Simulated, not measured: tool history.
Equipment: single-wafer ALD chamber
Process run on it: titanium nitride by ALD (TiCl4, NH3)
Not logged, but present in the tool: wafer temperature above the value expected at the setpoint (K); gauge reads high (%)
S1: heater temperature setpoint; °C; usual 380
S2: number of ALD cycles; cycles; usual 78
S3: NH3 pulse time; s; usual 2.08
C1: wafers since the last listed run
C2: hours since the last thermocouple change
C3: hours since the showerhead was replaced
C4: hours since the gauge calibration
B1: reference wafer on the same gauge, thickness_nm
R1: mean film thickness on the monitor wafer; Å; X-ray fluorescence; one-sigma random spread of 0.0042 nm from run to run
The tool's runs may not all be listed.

run 1 day=0.000 | S1=380 S2=78 S3=2.08 | C1=0 C2=1564.0 C3=3541.8 C4=43.4 | B1=1.481 | R1=16.65
run 2 day=1.467 | S1=375 S2=78 S3=2.08 | C1=78 C2=1599.2 C3=3577.0 C4=78.6 | B1=1.480 | R1=16.56
run 3 day=2.750 | S1=375 S2=78 S3=2.08 | C1=68 C2=1630.0 C3=3607.8 C4=109.4 | B1=1.481 | R1=16.62
run 4 day=3.550 | S1=375 S2=78 S3=2.08 | C1=42 C2=1649.2 C3=3627.0 C4=128.6 | B1=1.481 | R1=16.51
run 5 day=4.750 | S1=380 S2=66 S3=2.08 | C1=63 C2=1678.0 C3=3655.8 C4=157.4 | B1=1.480 | R1=14.04
run 6 day=5.954 | S1=380 S2=66 S3=2.08 | C1=64 C2=1706.9 C3=3684.7 C4=186.3 | B1=1.479 | R1=14.04
-- day=6.933 thermocouple changed; heater temperature recalibrated
run 7 day=6.954 | S1=380 S2=78 S3=2.08 | C1=35 C2=0.5 C3=3708.7 C4=210.3 | B1=1.481 | R1=16.63
-- day=7.304 gauge calibrated
-- day=7.488 showerhead replaced
run 8 day=7.508 | S1=393 S2=78 S3=2.33 | C1=11 C2=13.8 C3=0.5 C4=4.9 | B1=1.479 | R1=16.92
run 9 day=8.225 | S1=380 S2=78 S3=2.08 | C1=38 C2=31.0 C3=17.7 C4=22.1 | B1=1.480 | R1=16.67
run 10 day=9.467 | S1=388 S2=71 S3=2.08 | C1=66 C2=60.8 C3=47.5 C4=51.9 | B1=1.481 | R1=15.20
run 11 day=10.479 | S1=375 S2=72 S3=2.08 | C1=53 C2=85.1 C3=71.8 C4=76.2 | B1=1.481 | R1=15.29
run 12 day=11.225 | S1=380 S2=91 S3=2.08 | C1=39 C2=103.0 C3=89.7 C4=94.1 | B1=1.480 | R1=19.41
run 13 day=12.508 | S1=385 S2=78 S3=2.08 | C1=68 C2=133.8 C3=120.5 C4=124.9 | B1=1.480 | R1=16.70
run 14 day=13.592 | S1=380 S2=78 S3=1.65 | C1=57 C2=159.8 C3=146.5 C4=150.9 | B1=1.480 | R1=16.38
run 15 day=14.804 | S1=380 S2=84 S3=2.52 | C1=64 C2=188.9 C3=175.6 C4=180.0 | B1=1.480 | R1=18.11

3 options for the next run, each taken on its own from the tool as it stands now. Forecast them:
run A day=14.829 | S1=380 S2=78 S3=2.08 | C1=1 C2=189.5 C3=176.2 C4=180.6 | B1=? | R1=?
run B day=14.829 | S1=380 S2=73 S3=2.35 | C1=1 C2=189.5 C3=176.2 C4=180.6 | B1=? | R1=?
run C day=14.829 | S1=380 S2=85 S3=1.61 | C1=1 C2=189.5 C3=176.2 C4=180.6 | B1=? | R1=?

run=A B1=1.480 R1=16.66
run=B B1=1.480 R1=15.71
run=C B1=1.480 R1=17.80
Stripped of hidden state, with their random variation kept, the same runs would have yielded:
run=A R1=16.66
run=B R1=15.71
run=C R1=17.80
